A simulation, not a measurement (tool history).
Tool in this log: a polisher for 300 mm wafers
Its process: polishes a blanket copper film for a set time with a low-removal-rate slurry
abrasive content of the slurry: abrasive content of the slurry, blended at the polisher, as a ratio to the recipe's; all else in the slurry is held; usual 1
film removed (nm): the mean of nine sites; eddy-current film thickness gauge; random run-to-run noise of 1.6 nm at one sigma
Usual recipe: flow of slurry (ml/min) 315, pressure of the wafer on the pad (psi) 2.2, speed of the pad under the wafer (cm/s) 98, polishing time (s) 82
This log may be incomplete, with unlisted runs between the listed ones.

run,day,flow of slurry (ml/min),pressure of the wafer on the pad (psi),speed of the pad under the wafer (cm/s),abrasive content of the slurry,polishing time (s),"incoming thickness of the incoming film, nm",film removed (nm)
1,0,315,2.2,98,1,82,625.8,216.1
2,2.542,315,2.2,98,1,82,624.2,217.6
3,6.504,315,2.2,98,1,82,633.5,217.5
4,9.188,315,2.2,98,0.8,82,619.8,208.2
5,12.392,315,2.2,98,1,82,633,216.3
6,15.942,315,2.2,98,1,82,626.3,218
7,17.8,315,2.2,98,1,82,631.7,217.9
8,19.517,315,2.2,98,1,82,632.4,216.8
9,24.012,315,2.2,98,1,82,634.3,214.2
10,25.788,315,2.2,98,1,82,626.3,221.5
11,27.425,240,2.2,98,1,82,636.5,215.5
12,29.029,315,2.2,80,1,103,631.3,222.2
13,32.771,315,2.2,98,1,73,633.4,196.1
14,34.788,315,2.4,98,1,82,628.4,238.5
15,39.233,420,2.2,116,1,82,637.1,259
16,41.842,410,2.2,98,1,82,636.2,219.4
17,45.512,315,2.2,98,1,71,631.8,188.3
18,47.642,315,2.2,98,1,82,629,217.5
19,49.912,315,2.2,98,1,82,629.1,216.4
20,51.825,315,2.4,98,1,82,633.3,238.6
21,53.979,315,2.2,98,0.85,103,641.5,263.9
22,55.717,315,2.2,98,1,63,626.7,167.9
23,61.875,315,2.2,98,1,71,624.2,188.2
24,74.142,315,2.2,98,1,82,631.8,217.7
25,78.458,400,2.8,120,1,82,626.5,343.8
26,81.871,315,2.2,98,1,82,628.7,217.8
27,83.417,315,2.2,98,1,82,634.2,219.7
28,86.175,315,2.2,98,1,71,633.1,189.2
29,90.05,215,1.6,98,1.2,97,618.5,190.9
30,93.892,315,2.2,98,1.3,107,627.6,298.4
31,103.129,315,2.2,98,1,70,623.3,184.5

Withheld: 14 entries from between the runs. Position of each, and hidden state at the listed run before versus the listed run after:
In the gap between runs 5 and 6: head pressure recalibrated (day 12.825); slurry nozzle cleaned (day 13.821)
  nothing in the hidden state changes from one run to the other
In the gap between runs 8 and 9: worn pad replaced by a new one (day 21.271)
  nothing in the hidden state changes from one run to the other
In the gap between runs 11 and 12: slurry blender recalibrated (day 27.729)
  nothing in the hidden state changes from one run to the other
In the gap between runs 15 and 16: head pressure recalibrated (day 41.425)
  nothing in the hidden state changes from one run to the other
In the gap between runs 16 and 17: slurry nozzle cleaned (day 42.846)
  nothing in the hidden state changes from one run to the other
In the gap between runs 18 and 19: worn pad replaced by a new one (day 48.279)
  nothing in the hidden state changes from one run to the other
In the gap between runs 22 and 23: slurry blender recalibrated (day 56.417)
  nothing in the hidden state changes from one run to the other
In the gap between runs 23 and 24: slurry nozzle cleaned (day 67.062); head pressure recalibrated (day 71.242); worn pad replaced by a new one (day 73.779)
  nothing in the hidden state changes from one run to the other
In the gap between runs 27 and 28: slurry blender recalibrated (day 83.588)
  nothing in the hidden state changes from one run to the other
In the gap between runs 29 and 30: slurry nozzle cleaned (day 92.7)
  nothing in the hidden state changes from one run to the other
In the gap between runs 30 and 31: head pressure recalibrated (day 95.938)
  nothing in the hidden state changes from one run to the other
